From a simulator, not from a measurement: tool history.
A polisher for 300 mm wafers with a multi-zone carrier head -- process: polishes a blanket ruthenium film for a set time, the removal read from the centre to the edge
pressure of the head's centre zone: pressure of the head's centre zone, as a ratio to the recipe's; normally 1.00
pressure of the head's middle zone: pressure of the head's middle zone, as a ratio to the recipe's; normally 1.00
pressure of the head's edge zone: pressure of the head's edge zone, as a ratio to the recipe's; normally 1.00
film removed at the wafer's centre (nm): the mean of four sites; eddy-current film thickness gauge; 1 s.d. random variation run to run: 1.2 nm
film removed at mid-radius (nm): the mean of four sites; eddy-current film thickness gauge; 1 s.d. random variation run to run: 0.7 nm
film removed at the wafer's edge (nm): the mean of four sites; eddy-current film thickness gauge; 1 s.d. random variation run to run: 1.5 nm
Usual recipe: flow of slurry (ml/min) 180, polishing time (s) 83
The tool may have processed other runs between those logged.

| run | hour | flow of slurry (ml/min) | pressure of the head's centre zone | pressure of the head's middle zone | pressure of the head's edge zone | polishing time (s) | wafers since the last listed run | wafers polished on this pad | hours since the slurry nozzle was cleaned | hours since the centre zone pressure was calibrated | hours since the edge zone pressure was calibrated | hours since the carrier head's membrane was replaced | incoming thickness of the incoming film, nm | film removed at the wafer's centre (nm) | film removed at mid-radius (nm) | film removed at the wafer's edge (nm) |
|---|---|---|---|---|---|---|---|---|---|---|---|---|---|---|---|---|
| 1 | 0.0 | 180 | 1.00 | 1.00 | 1.06 | 83 | 0 | 5 | 375.8 | 487.3 | 883.3 | 1511.2 | 526.3 | 108.1 | 104.2 | 107.0 |
| 2 | 37.8 | 180 | 1.00 | 1.00 | 1.00 | 83 | 422 | 428 | 413.6 | 525.1 | 921.1 | 1549.0 | 516.1 | 105.2 | 104.8 | 104.2 |
| 3 | 99.1 | 180 | 1.00 | 1.00 | 1.00 | 83 | 685 | 1113 | 474.9 | 586.4 | 982.4 | 1610.3 | 516.2 | 105.3 | 101.3 | 102.5 |
| 4 | 138.0 | 180 | 1.00 | 1.00 | 1.00 | 83 | 435 | 1548 | 513.8 | 625.3 | 1021.3 | 1649.2 | 531.7 | 99.5 | 97.2 | 97.9 |
|  | 157.4 | centre zone pressure recalibrated |
| 5 | 162.6 | 180 | 1.00 | 1.00 | 1.00 | 83 | 252 | 1801 | 538.4 | 5.2 | 1045.9 | 1673.8 | 517.8 | 96.4 | 95.3 | 94.8 |
|  | 179.7 | edge zone pressure recalibrated |
|  | 193.1 | worn pad replaced by a new one |
| 6 | 193.6 | 180 | 1.03 | 1.00 | 1.00 | 83 | 279 | 5 | 569.4 | 36.2 | 13.9 | 1704.8 | 521.8 | 111.9 | 104.4 | 107.7 |
| 7 | 223.6 | 180 | 1.03 | 1.00 | 1.00 | 83 | 335 | 341 | 599.4 | 66.2 | 43.9 | 1734.8 | 511.2 | 109.9 | 103.9 | 105.4 |
| 8 | 257.7 | 180 | 1.03 | 1.00 | 1.00 | 83 | 381 | 722 | 633.5 | 100.3 | 78.0 | 1768.9 | 519.0 | 108.3 | 103.5 | 107.1 |
| 9 | 283.4 | 180 | 1.00 | 0.92 | 1.00 | 83 | 287 | 1010 | 659.2 | 126.0 | 103.7 | 1794.6 | 526.7 | 103.8 | 94.5 | 105.3 |
| 10 | 319.6 | 180 | 1.00 | 1.00 | 1.00 | 83 | 404 | 1414 | 695.4 | 162.2 | 139.9 | 1830.8 | 520.3 | 102.5 | 100.7 | 100.5 |
|  | 355.1 | worn pad replaced by a new one |
| 11 | 368.8 | 180 | 1.00 | 0.96 | 1.05 | 83 | 505 | 153 | 744.6 | 211.4 | 189.1 | 1880.0 | 520.0 | 108.9 | 100.8 | 109.1 |
|  | 394.9 | slurry nozzle cleaned |
|  | 406.8 | carrier head's membrane replaced by a new one |
| 12 | 411.4 | 125 | 1.00 | 1.07 | 1.00 | 92 | 409 | 562 | 16.5 | 254.0 | 231.7 | 4.6 | 519.3 | 106.8 | 109.7 | 108.3 |
| 13 | 447.1 | 200 | 1.00 | 1.00 | 1.00 | 63 | 399 | 962 | 52.2 | 289.7 | 267.4 | 40.3 | 531.4 | 82.2 | 78.2 | 79.1 |
| 14 | 509.6 | 180 | 1.00 | 1.00 | 1.00 | 112 | 698 | 1661 | 114.7 | 352.2 | 329.9 | 102.8 | 516.9 | 134.2 | 129.4 | 128.0 |
| 15 | 536.4 | 180 | 1.08 | 1.00 | 1.07 | 73 | 299 | 1960 | 141.5 | 379.0 | 356.7 | 129.6 | 514.3 | 90.6 | 81.3 | 86.0 |
|  | 559.3 | worn pad replaced by a new one |
| 16 | 572.5 | 120 | 1.00 | 1.00 | 1.00 | 94 | 358 | 148 | 177.6 | 415.1 | 392.8 | 165.7 | 517.7 | 110.2 | 106.3 | 108.2 |
| 17 | 618.8 | 180 | 1.03 | 1.00 | 1.00 | 83 | 517 | 665 | 223.9 | 461.4 | 439.1 | 212.0 | 528.6 | 109.2 | 102.5 | 103.6 |
| 18 | 669.2 | 140 | 1.06 | 1.00 | 1.11 | 92 | 563 | 1229 | 274.3 | 511.8 | 489.5 | 262.4 | 512.8 | 113.7 | 105.5 | 110.6 |
|  | 717.1 | centre zone pressure recalibrated |
| 19 | 717.6 | 180 | 1.00 | 1.00 | 1.00 | 67 | 518 | 1748 | 322.7 | 0.5 | 537.9 | 310.8 | 515.0 | 80.1 | 76.4 | 79.7 |
|  | 741.6 | worn pad replaced by a new one |
| 20 | 763.7 | 180 | 1.00 | 0.88 | 0.97 | 83 | 470 | 247 | 368.8 | 46.6 | 584.0 | 356.9 | 520.4 | 104.8 | 93.3 | 104.9 |
| 21 | 789.2 | 180 | 1.00 | 1.00 | 1.00 | 83 | 285 | 532 | 394.3 | 72.1 | 609.5 | 382.4 | 520.4 | 105.6 | 102.2 | 105.2 |

5 ways to go on from here, each from the tool as it stands after run 21. What would each give?
| A | 789.6 | 180 | 1.00 | 1.00 | 1.00 | 83 | 4 | 536 | 394.7 | 72.5 | 609.9 | 382.8 | 521.8 | ? | ? | ? |
| B | 789.6 | 180 | 1.00 | 0.88 | 1.00 | 83 | 4 | 536 | 394.7 | 72.5 | 609.9 | 382.8 | 521.8 | ? | ? | ? |
| C | 789.6 | 245 | 1.00 | 1.00 | 1.00 | 103 | 4 | 536 | 394.7 | 72.5 | 609.9 | 382.8 | 521.8 | ? | ? | ? |
| D | 789.6 | 180 | 0.96 | 1.07 | 0.95 | 67 | 4 | 536 | 394.7 | 72.5 | 609.9 | 382.8 | 521.8 | ? | ? | ? |
| E | 789.6 | 180 | 0.94 | 0.91 | 1.00 | 83 | 4 | 536 | 394.7 | 72.5 | 609.9 | 382.8 | 521.8 | ? | ? | ? |

| run | film removed at the wafer's centre (nm) | film removed at mid-radius (nm) | film removed at the wafer's edge (nm) |
|---|---|---|---|
| A | 105.3 | 102.2 | 103.4 |
| B | 105.2 | 92.0 | 103.6 |
| C | 137.5 | 132.8 | 132.8 |
| D | 81.6 | 87.4 | 81.5 |
| E | 98.9 | 94.6 | 103.6 |
The same runs, with their run-to-run variation unchanged, on a tool lacking any hidden condition would have given:
| run | film removed at the wafer's centre (nm) | film removed at mid-radius (nm) | film removed at the wafer's edge (nm) |
|---|---|---|---|
| A | 107.9 | 104.8 | 106.0 |
| B | 107.8 | 94.2 | 106.2 |
| C | 140.9 | 136.1 | 136.1 |
| D | 83.7 | 89.6 | 83.5 |
| E | 101.3 | 96.9 | 106.2 |
